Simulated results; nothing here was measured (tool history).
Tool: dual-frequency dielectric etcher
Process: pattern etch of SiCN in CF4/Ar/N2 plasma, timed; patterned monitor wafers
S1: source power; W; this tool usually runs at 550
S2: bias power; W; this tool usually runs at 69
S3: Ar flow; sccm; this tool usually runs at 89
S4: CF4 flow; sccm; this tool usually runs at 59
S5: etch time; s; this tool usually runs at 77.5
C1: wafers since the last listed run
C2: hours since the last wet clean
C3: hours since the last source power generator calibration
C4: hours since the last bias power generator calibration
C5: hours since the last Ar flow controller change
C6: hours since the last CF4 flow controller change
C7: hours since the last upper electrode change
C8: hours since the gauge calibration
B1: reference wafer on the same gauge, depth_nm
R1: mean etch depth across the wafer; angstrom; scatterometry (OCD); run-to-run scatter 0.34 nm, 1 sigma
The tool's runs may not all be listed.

{"run": 1, "hour": 0.0, "S1": 550, "S2": 69, "S3": 89, "S4": 59, "S5": 77.5, "C1": 0, "C2": 509.7, "C3": 1306, "C4": 1815.1, "C5": 2946, "C6": 1084, "C7": 2080.5, "C8": 1324.4, "B1": 84.1, "R1": 855}
{"hour": 159.5, "done": "wet clean of the chamber"}
{"run": 2, "hour": 160.0, "S1": 550, "S2": 69, "S3": 89, "S4": 59, "S5": 77.5, "C1": 1588, "C2": 0.5, "C3": 1466, "C4": 1975.1, "C5": 3106, "C6": 1244, "C7": 2240.5, "C8": 1484.4, "B1": 84.1, "R1": 856}
{"run": 3, "hour": 332.9, "S1": 550, "S2": 69, "S3": 76, "S4": 59, "S5": 63, "C1": 2019, "C2": 173.4, "C3": 1638.9, "C4": 2148, "C5": 3278.9, "C6": 1416.9, "C7": 2413.4, "C8": 1657.3, "B1": 84.1, "R1": 709}
{"run": 4, "hour": 374.2, "S1": 550, "S2": 69, "S3": 89, "S4": 59, "S5": 77.5, "C1": 482, "C2": 214.7, "C3": 1680.2, "C4": 2189.3, "C5": 3320.2, "C6": 1458.2, "C7": 2454.7, "C8": 1698.6, "B1": 84.1, "R1": 856}
{"run": 5, "hour": 412.1, "S1": 630, "S2": 69, "S3": 89, "S4": 59, "S5": 77.5, "C1": 442, "C2": 252.6, "C3": 1718.1, "C4": 2227.2, "C5": 3358.1, "C6": 1496.1, "C7": 2492.6, "C8": 1736.5, "B1": 84, "R1": 966}
{"run": 6, "hour": 438.4, "S1": 450, "S2": 69, "S3": 76, "S4": 47, "S5": 77.5, "C1": 307, "C2": 278.9, "C3": 1744.4, "C4": 2253.5, "C5": 3384.4, "C6": 1522.4, "C7": 2518.9, "C8": 1762.8, "B1": 84.1, "R1": 699}
{"run": 7, "hour": 557.7, "S1": 550, "S2": 69, "S3": 89, "S4": 65, "S5": 77.5, "C1": 1393, "C2": 398.2, "C3": 1863.7, "C4": 2372.8, "C5": 3503.7, "C6": 1641.7, "C7": 2638.2, "C8": 1882.1, "B1": 84.2, "R1": 876}
{"run": 8, "hour": 582.1, "S1": 550, "S2": 69, "S3": 89, "S4": 59, "S5": 77.5, "C1": 284, "C2": 422.6, "C3": 1888.1, "C4": 2397.2, "C5": 3528.1, "C6": 1666.1, "C7": 2662.6, "C8": 1906.5, "B1": 84.1, "R1": 860}
{"run": 9, "hour": 624.2, "S1": 550, "S2": 69, "S3": 89, "S4": 52, "S5": 77.5, "C1": 491, "C2": 464.7, "C3": 1930.2, "C4": 2439.3, "C5": 3570.2, "C6": 1708.2, "C7": 2704.7, "C8": 1948.6, "B1": 84.1, "R1": 826}
{"hour": 678.9, "done": "CF4 flow controller replaced"}
{"run": 10, "hour": 686.4, "S1": 430, "S2": 85, "S3": 103, "S4": 73, "S5": 77.5, "C1": 656, "C2": 526.9, "C3": 1992.4, "C4": 2501.5, "C5": 3632.4, "C6": 7.5, "C7": 2766.9, "C8": 2010.8, "B1": 84.1, "R1": 807}
{"hour": 706.8, "done": "gauge calibrated"}
{"run": 11, "hour": 737.7, "S1": 550, "S2": 69, "S3": 89, "S4": 59, "S5": 77.5, "C1": 599, "C2": 578.2, "C3": 2043.7, "C4": 2552.8, "C5": 3683.7, "C6": 58.8, "C7": 2818.2, "C8": 30.9, "B1": 84, "R1": 857}
{"hour": 764.2, "done": "wet clean of the chamber"}
{"run": 12, "hour": 786.5, "S1": 460, "S2": 69, "S3": 89, "S4": 59, "S5": 77.5, "C1": 289, "C2": 22.3, "C3": 2092.5, "C4": 2601.6, "C5": 3732.5, "C6": 107.6, "C7": 2867, "C8": 79.7, "B1": 84.2, "R1": 741}
{"hour": 829.0, "done": "upper electrode replaced"}
{"run": 13, "hour": 853.2, "S1": 660, "S2": 69, "S3": 110, "S4": 59, "S5": 77.5, "C1": 498, "C2": 89, "C3": 2159.2, "C4": 2668.3, "C5": 3799.2, "C6": 174.3, "C7": 24.2, "C8": 146.4, "B1": 84.2, "R1": 960}
{"hour": 863.2, "done": "Ar flow controller replaced"}
{"hour": 901.3, "done": "bias power generator calibrated"}
{"hour": 905.6, "done": "source power generator calibrated"}
{"run": 14, "hour": 913.2, "S1": 550, "S2": 69, "S3": 89, "S4": 46, "S5": 91, "C1": 537, "C2": 149, "C3": 7.6, "C4": 11.9, "C5": 50, "C6": 234.3, "C7": 84.2, "C8": 206.4, "B1": 84.1, "R1": 939}
{"run": 15, "hour": 950.6, "S1": 550, "S2": 69, "S3": 89, "S4": 59, "S5": 77.5, "C1": 436, "C2": 186.4, "C3": 45, "C4": 49.3, "C5": 87.4, "C6": 271.7, "C7": 121.6, "C8": 243.8, "B1": 84.1, "R1": 857}
{"run": 16, "hour": 1149.3, "S1": 550, "S2": 80, "S3": 106, "S4": 59, "S5": 77.5, "C1": 2320, "C2": 385.1, "C3": 243.7, "C4": 248, "C5": 286.1, "C6": 470.4, "C7": 320.3, "C8": 442.5, "B1": 84, "R1": 906}
{"run": 17, "hour": 1177.2, "S1": 450, "S2": 55, "S3": 89, "S4": 67, "S5": 88.5, "C1": 325, "C2": 413, "C3": 271.6, "C4": 275.9, "C5": 314, "C6": 498.3, "C7": 348.2, "C8": 470.4, "B1": 84.1, "R1": 758}
{"run": 18, "hour": 1235.6, "S1": 550, "S2": 56, "S3": 89, "S4": 59, "S5": 58.5, "C1": 682, "C2": 471.4, "C3": 330, "C4": 334.3, "C5": 372.4, "C6": 556.7, "C7": 406.6, "C8": 528.8, "B1": 84.1, "R1": 571}
{"run": 19, "hour": 1274.2, "S1": 550, "S2": 80, "S3": 97, "S4": 47, "S5": 93, "C1": 450, "C2": 510, "C3": 368.6, "C4": 372.9, "C5": 411, "C6": 595.3, "C7": 445.2, "C8": 567.4, "B1": 84.2, "R1": 1038}
{"run": 20, "hour": 1329.2, "S1": 550, "S2": 63, "S3": 89, "S4": 59, "S5": 77.5, "C1": 642, "C2": 565, "C3": 423.6, "C4": 427.9, "C5": 466, "C6": 650.3, "C7": 500.2, "C8": 622.4, "B1": 84.1, "R1": 811}

What the log doesn't show, run by run:
etch rate over this chamber's usual, %: 0 on each run
source power that arrives over what is set, %: 0 on each run
bias power that arrives over what is set, %: 0 on each run
Ar flow that arrives over what is set, %: 0 on each run
CF4 flow that arrives over what is set, %: 0 on each run
gauge reads high (%): 0 on each run

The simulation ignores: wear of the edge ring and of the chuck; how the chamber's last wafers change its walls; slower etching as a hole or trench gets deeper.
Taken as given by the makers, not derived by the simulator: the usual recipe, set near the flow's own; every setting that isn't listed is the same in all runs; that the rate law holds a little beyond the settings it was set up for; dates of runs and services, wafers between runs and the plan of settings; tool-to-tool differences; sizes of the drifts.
